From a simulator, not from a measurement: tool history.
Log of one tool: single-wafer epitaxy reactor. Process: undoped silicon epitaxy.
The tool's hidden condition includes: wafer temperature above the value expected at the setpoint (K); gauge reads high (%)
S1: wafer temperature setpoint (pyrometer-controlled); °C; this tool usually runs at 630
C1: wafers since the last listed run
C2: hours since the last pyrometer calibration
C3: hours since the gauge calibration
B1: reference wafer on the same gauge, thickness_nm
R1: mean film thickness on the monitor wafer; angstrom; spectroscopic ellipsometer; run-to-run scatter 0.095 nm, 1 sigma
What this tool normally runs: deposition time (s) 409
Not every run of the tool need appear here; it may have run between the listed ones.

run 1 hour=0 | S1=627 deposition_time_(s)=409 | C1=0 C2=1944.7 C3=352.3 | B1=45.417 | R1=388.19
run 2 hour=40 | S1=627 deposition_time_(s)=409 | C1=185 C2=1984.7 C3=392.3 | B1=45.38 | R1=388.32
run 3 hour=68.6 | S1=630 deposition_time_(s)=454 | C1=132 C2=2013.3 C3=420.9 | B1=45.394 | R1=467.57
run 4 hour=102.6 | S1=630 deposition_time_(s)=454 | C1=157 C2=2047.3 C3=454.9 | B1=45.406 | R1=468.34
run 5 hour=145.4 | S1=630 deposition_time_(s)=409 | C1=198 C2=2090.1 C3=497.7 | B1=45.418 | R1=421.98
run 6 hour=173.6 | S1=630 deposition_time_(s)=409 | C1=130 C2=2118.3 C3=525.9 | B1=45.403 | R1=420.29
run 7 hour=241.8 | S1=630 deposition_time_(s)=409 | C1=316 C2=2186.5 C3=594.1 | B1=45.407 | R1=421.4
run 8 hour=299.7 | S1=630 deposition_time_(s)=445 | C1=268 C2=2244.4 C3=652 | B1=45.455 | R1=457.06
run 9 hour=366.2 | S1=630 deposition_time_(s)=409 | C1=308 C2=2310.9 C3=718.5 | B1=45.37 | R1=419.91
run 10 hour=400.5 | S1=630 deposition_time_(s)=409 | C1=159 C2=2345.2 C3=752.8 | B1=45.412 | R1=420.54
run 11 hour=471.5 | S1=630 deposition_time_(s)=409 | C1=329 C2=2416.2 C3=823.8 | B1=45.371 | R1=420.4
run 12 hour=516.3 | S1=630 deposition_time_(s)=409 | C1=208 C2=2461 C3=868.6 | B1=45.404 | R1=420.98
run 13 hour=585.2 | S1=630 deposition_time_(s)=409 | C1=319 C2=2529.9 C3=937.5 | B1=45.419 | R1=422.54
run 14 hour=612 | S1=630 deposition_time_(s)=409 | C1=124 C2=2556.7 C3=964.3 | B1=45.423 | R1=421.42
run 15 hour=650.9 | S1=630 deposition_time_(s)=409 | C1=180 C2=2595.6 C3=1003.2 | B1=45.404 | R1=420.66
run 16 hour=693.7 | S1=630 deposition_time_(s)=409 | C1=198 C2=2638.4 C3=1046 | B1=45.386 | R1=421.41
-- hour=739 pyrometer calibrated
run 17 hour=761.9 | S1=630 deposition_time_(s)=409 | C1=279 C2=22.9 C3=1114.2 | B1=45.389 | R1=422.03
run 18 hour=796.7 | S1=621 deposition_time_(s)=383 | C1=161 C2=57.7 C3=1149 | B1=45.404 | R1=311.68
run 19 hour=823.8 | S1=615 deposition_time_(s)=409 | C1=125 C2=84.8 C3=1176.1 | B1=45.401 | R1=282.86
run 20 hour=877.1 | S1=636 deposition_time_(s)=377 | C1=247 C2=138.1 C3=1229.4 | B1=45.368 | R1=451.7
-- hour=879.4 gauge calibrated
run 21 hour=940.4 | S1=635 deposition_time_(s)=385 | C1=293 C2=201.4 C3=61 | B1=45.389 | R1=449.89
run 22 hour=992.7 | S1=641 deposition_time_(s)=347 | C1=242 C2=253.7 C3=113.3 | B1=45.411 | R1=474.3
run 23 hour=1018.2 | S1=641 deposition_time_(s)=387 | C1=118 C2=279.2 C3=138.8 | B1=45.391 | R1=527.92
run 24 hour=1089.7 | S1=630 deposition_time_(s)=409 | C1=332 C2=350.7 C3=210.3 | B1=45.423 | R1=420.26
run 25 hour=1132.9 | S1=630 deposition_time_(s)=409 | C1=200 C2=393.9 C3=253.5 | B1=45.41 | R1=420.41
run 26 hour=1168.9 | S1=637 deposition_time_(s)=486 | C1=167 C2=429.9 C3=289.5 | B1=45.358 | R1=598.65
run 27 hour=1234.3 | S1=630 deposition_time_(s)=409 | C1=303 C2=495.3 C3=354.9 | B1=45.436 | R1=422.22
run 28 hour=1301.5 | S1=630 deposition_time_(s)=333 | C1=312 C2=562.5 C3=422.1 | B1=45.388 | R1=344.09
run 29 hour=1333.7 | S1=643 deposition_time_(s)=376 | C1=149 C2=594.7 C3=454.3 | B1=45.385 | R1=539.88
run 30 hour=1395 | S1=630 deposition_time_(s)=483 | C1=284 C2=656 C3=515.6 | B1=45.361 | R1=497.11
run 31 hour=1447.2 | S1=630 deposition_time_(s)=382 | C1=242 C2=708.2 C3=567.8 | B1=45.416 | R1=394.28
run 32 hour=1500.9 | S1=622 deposition_time_(s)=342 | C1=249 C2=761.9 C3=621.5 | B1=45.391 | R1=284.82
run 33 hour=1547.1 | S1=616 deposition_time_(s)=379 | C1=214 C2=808.1 C3=667.7 | B1=45.401 | R1=269.96
run 34 hour=1571.6 | S1=635 deposition_time_(s)=385 | C1=113 C2=832.6 C3=692.2 | B1=45.362 | R1=451.08
run 35 hour=1640.3 | S1=630 deposition_time_(s)=409 | C1=319 C2=901.3 C3=760.9 | B1=45.356 | R1=420.82

The tool's hidden state at each run:
wafer temperature above the value expected at the setpoint (K): 0, the same for each run
gauge reads high (%): 0, the same for each run
